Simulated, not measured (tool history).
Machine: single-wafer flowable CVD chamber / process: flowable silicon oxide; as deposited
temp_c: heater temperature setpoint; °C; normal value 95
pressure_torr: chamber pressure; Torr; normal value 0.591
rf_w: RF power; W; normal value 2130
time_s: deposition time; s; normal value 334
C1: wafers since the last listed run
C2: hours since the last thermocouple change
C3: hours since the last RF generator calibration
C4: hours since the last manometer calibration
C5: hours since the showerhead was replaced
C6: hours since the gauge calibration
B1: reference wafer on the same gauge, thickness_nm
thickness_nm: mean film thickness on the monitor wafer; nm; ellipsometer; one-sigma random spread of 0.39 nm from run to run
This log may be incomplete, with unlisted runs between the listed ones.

run 1 hour=0.0 | temp_c=87 pressure_torr=0.591 rf_w=2130 time_s=334 | C1=0 C2=1579.5 C3=102.1 C4=744.8 C5=6734.6 C6=877.7 | B1=168.970 | thickness_nm=205.060
run 2 hour=33.1 | temp_c=95 pressure_torr=0.591 rf_w=2130 time_s=334 | C1=156 C2=1612.6 C3=135.2 C4=777.9 C5=6767.7 C6=910.8 | B1=169.093 | thickness_nm=163.157
run 3 hour=60.7 | temp_c=95 pressure_torr=0.591 rf_w=2130 time_s=334 | C1=130 C2=1640.2 C3=162.8 C4=805.5 C5=6795.3 C6=938.4 | B1=168.841 | thickness_nm=163.287
run 4 hour=90.6 | temp_c=95 pressure_torr=0.591 rf_w=2130 time_s=334 | C1=141 C2=1670.1 C3=192.7 C4=835.4 C5=6825.2 C6=968.3 | B1=168.986 | thickness_nm=163.324
run 5 hour=123.2 | temp_c=95 pressure_torr=0.658 rf_w=2130 time_s=334 | C1=154 C2=1702.7 C3=225.3 C4=868.0 C5=6857.8 C6=1000.9 | B1=168.983 | thickness_nm=179.505
run 6 hour=144.0 | temp_c=95 pressure_torr=0.658 rf_w=2130 time_s=334 | C1=98 C2=1723.5 C3=246.1 C4=888.8 C5=6878.6 C6=1021.7 | B1=169.208 | thickness_nm=179.034
-- hour=165.4 capacitance manometer re-zeroed and calibrated
run 7 hour=165.9 | temp_c=95 pressure_torr=0.591 rf_w=2450 time_s=334 | C1=65 C2=1745.4 C3=268.0 C4=0.5 C5=6900.5 C6=1043.6 | B1=169.092 | thickness_nm=168.146
run 8 hour=185.4 | temp_c=95 pressure_torr=0.591 rf_w=2130 time_s=334 | C1=92 C2=1764.9 C3=287.5 C4=20.0 C5=6920.0 C6=1063.1 | B1=168.920 | thickness_nm=162.315
run 9 hour=209.6 | temp_c=103 pressure_torr=0.591 rf_w=2440 time_s=390 | C1=114 C2=1789.1 C3=311.7 C4=44.2 C5=6944.2 C6=1087.3 | B1=169.033 | thickness_nm=155.696
run 10 hour=245.5 | temp_c=95 pressure_torr=0.591 rf_w=2130 time_s=334 | C1=170 C2=1825.0 C3=347.6 C4=80.1 C5=6980.1 C6=1123.2 | B1=169.081 | thickness_nm=162.682
run 11 hour=270.6 | temp_c=82 pressure_torr=0.591 rf_w=2130 time_s=334 | C1=118 C2=1850.1 C3=372.7 C4=105.2 C5=7005.2 C6=1148.3 | B1=169.130 | thickness_nm=233.539
-- hour=295.4 gauge calibrated
run 12 hour=302.0 | temp_c=95 pressure_torr=0.591 rf_w=2130 time_s=295 | C1=148 C2=1881.5 C3=404.1 C4=136.6 C5=7036.6 C6=6.6 | B1=169.042 | thickness_nm=144.000
run 13 hour=319.5 | temp_c=95 pressure_torr=0.498 rf_w=1885 time_s=371 | C1=82 C2=1899.0 C3=421.6 C4=154.1 C5=7054.1 C6=24.1 | B1=169.079 | thickness_nm=148.945
run 14 hour=338.9 | temp_c=95 pressure_torr=0.591 rf_w=2130 time_s=334 | C1=91 C2=1918.4 C3=441.0 C4=173.5 C5=7073.5 C6=43.5 | B1=168.932 | thickness_nm=163.021
run 15 hour=359.0 | temp_c=95 pressure_torr=0.641 rf_w=2130 time_s=287 | C1=95 C2=1938.5 C3=461.1 C4=193.6 C5=7093.6 C6=63.6 | B1=169.110 | thickness_nm=150.503
run 16 hour=382.6 | temp_c=107 pressure_torr=0.519 rf_w=1750 time_s=377 | C1=111 C2=1962.1 C3=484.7 C4=217.2 C5=7117.2 C6=87.2 | B1=169.207 | thickness_nm=105.423
-- hour=394.4 thermocouple changed; heater temperature recalibrated
run 17 hour=409.0 | temp_c=87 pressure_torr=0.591 rf_w=2130 time_s=334 | C1=87 C2=14.6 C3=511.1 C4=243.6 C5=7143.6 C6=113.6 | B1=168.907 | thickness_nm=212.525
-- hour=429.4 showerhead replaced
run 18 hour=435.3 | temp_c=95 pressure_torr=0.591 rf_w=2130 time_s=334 | C1=86 C2=40.9 C3=537.4 C4=269.9 C5=5.9 C6=139.9 | B1=169.152 | thickness_nm=168.694
run 19 hour=458.9 | temp_c=95 pressure_torr=0.696 rf_w=2130 time_s=334 | C1=111 C2=64.5 C3=561.0 C4=293.5 C5=29.5 C6=163.5 | B1=168.956 | thickness_nm=195.267
run 20 hour=488.8 | temp_c=95 pressure_torr=0.678 rf_w=2325 time_s=334 | C1=141 C2=94.4 C3=590.9 C4=323.4 C5=59.4 C6=193.4 | B1=169.040 | thickness_nm=194.377
run 21 hour=509.8 | temp_c=95 pressure_torr=0.591 rf_w=2130 time_s=334 | C1=99 C2=115.4 C3=611.9 C4=344.4 C5=80.4 C6=214.4 | B1=169.017 | thickness_nm=167.438
run 22 hour=545.4 | temp_c=89 pressure_torr=0.591 rf_w=2015 time_s=334 | C1=168 C2=151.0 C3=647.5 C4=380.0 C5=116.0 C6=250.0 | B1=168.983 | thickness_nm=195.610
run 23 hour=574.1 | temp_c=107 pressure_torr=0.633 rf_w=1985 time_s=390 | C1=135 C2=179.7 C3=676.2 C4=408.7 C5=144.7 C6=278.7 | B1=169.031 | thickness_nm=143.205
run 24 hour=662.2 | temp_c=86 pressure_torr=0.591 rf_w=1890 time_s=372 | C1=417 C2=267.8 C3=764.3 C4=496.8 C5=232.8 C6=366.8 | B1=168.891 | thickness_nm=229.031
run 25 hour=688.3 | temp_c=99 pressure_torr=0.650 rf_w=2130 time_s=296 | C1=123 C2=293.9 C3=790.4 C4=522.9 C5=258.9 C6=392.9 | B1=169.089 | thickness_nm=144.136
run 26 hour=711.6 | temp_c=95 pressure_torr=0.591 rf_w=2130 time_s=303 | C1=110 C2=317.2 C3=813.7 C4=546.2 C5=282.2 C6=416.2 | B1=168.948 | thickness_nm=151.433
run 27 hour=727.7 | temp_c=95 pressure_torr=0.591 rf_w=2385 time_s=334 | C1=76 C2=333.3 C3=829.8 C4=562.3 C5=298.3 C6=432.3 | B1=169.156 | thickness_nm=171.835
run 28 hour=741.3 | temp_c=95 pressure_torr=0.591 rf_w=2130 time_s=334 | C1=64 C2=346.9 C3=843.4 C4=575.9 C5=311.9 C6=445.9 | B1=168.879 | thickness_nm=166.920

Run-by-run hidden state of the tool:
delivered RF power above the setpoint (%): 0, the same for each run
true pressure above the setpoint (%): 0, the same for each run
gauge reads high (%): 0, the same for each run
H1: wafer temperature above the value expected at the setpoint (K)
run=1 H1=1.16
run=2 H1=1.16
run=3 H1=1.16
run=4 H1=1.17
run=5 H1=1.17
run=6 H1=1.18
run=7 H1=1.18
run=8 H1=1.18
run=9 H1=1.18
run=10 H1=1.19
run=11 H1=1.19
run=12 H1=1.19
run=13 H1=1.19
run=14 H1=1.19
run=15 H1=1.2
run=16 H1=1.2
run=17 H1=-0.114
run=18 H1=-0.0592
run=19 H1=-0.0121
run=20 H1=0.045
run=21 H1=0.0833
run=22 H1=0.145
run=23 H1=0.193
run=24 H1=0.324
run=25 H1=0.36
run=26 H1=0.39
run=27 H1=0.41
run=28 H1=0.427
